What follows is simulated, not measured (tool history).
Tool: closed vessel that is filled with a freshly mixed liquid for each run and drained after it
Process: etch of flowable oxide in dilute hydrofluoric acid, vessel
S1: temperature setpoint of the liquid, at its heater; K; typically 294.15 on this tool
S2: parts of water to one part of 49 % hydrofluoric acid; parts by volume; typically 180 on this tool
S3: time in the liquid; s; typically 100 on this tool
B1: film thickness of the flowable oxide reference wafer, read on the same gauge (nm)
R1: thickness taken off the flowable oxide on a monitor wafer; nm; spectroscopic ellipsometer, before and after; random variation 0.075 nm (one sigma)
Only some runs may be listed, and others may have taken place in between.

run    day      S1   S2   S3      B1     R1
  1  0.000  294.15  180  100  150.03  13.19
  2  0.567  294.15  180  100  149.99  13.15
  3  1.142  294.15  180  100  150.00  13.31
  4  1.617  294.15  180  100  149.99  13.23
  5  2.129  294.15  180  100  149.99  13.33
     2.562  -- gauge calibrated
  6  2.704  294.15  180  100  150.02  13.21
  7  3.175  294.15  180  100  149.98  13.34
  8  3.642  294.15  205  100  149.98  11.52
  9  4.258  292.65  105  100  150.01  23.34
 10  4.608  294.15  180  100  149.97  13.44
     5.238  -- hydrofluoric acid flow meter replaced
 11  5.283  292.15  100  115  149.98  28.06
 12  5.800  291.65  115  100  150.02  20.70
     5.971  -- thermometer replaced
 13  6.075  296.65  180  100  150.03  13.11
 14  6.725  296.15  270  100  150.00   7.98
 15  7.425  294.15  180  100  150.02  12.14
 16  8.133  297.65  230  125  150.02  12.89

Alternative continuations, all from the tool just after run 16; predict every row:
  A  8.162  294.15  180  100   ?   ?
  B  8.162  294.15  130  140   ?   ?
  C  8.162  296.65  105   50   ?   ?
  D  8.162  296.15  105   65   ?   ?
  E  8.162  297.65  240   85   ?   ?

run      B1     R1
  A  149.98  12.10
  B  149.98  24.73
  C  149.98  12.43
  D  149.98  15.84
  E  149.98   8.25
What these runs would have given with no unlogged condition in the tool:
run     R1
  A  11.98
  B  24.49
  C  12.31
  D  15.69
  E   8.18
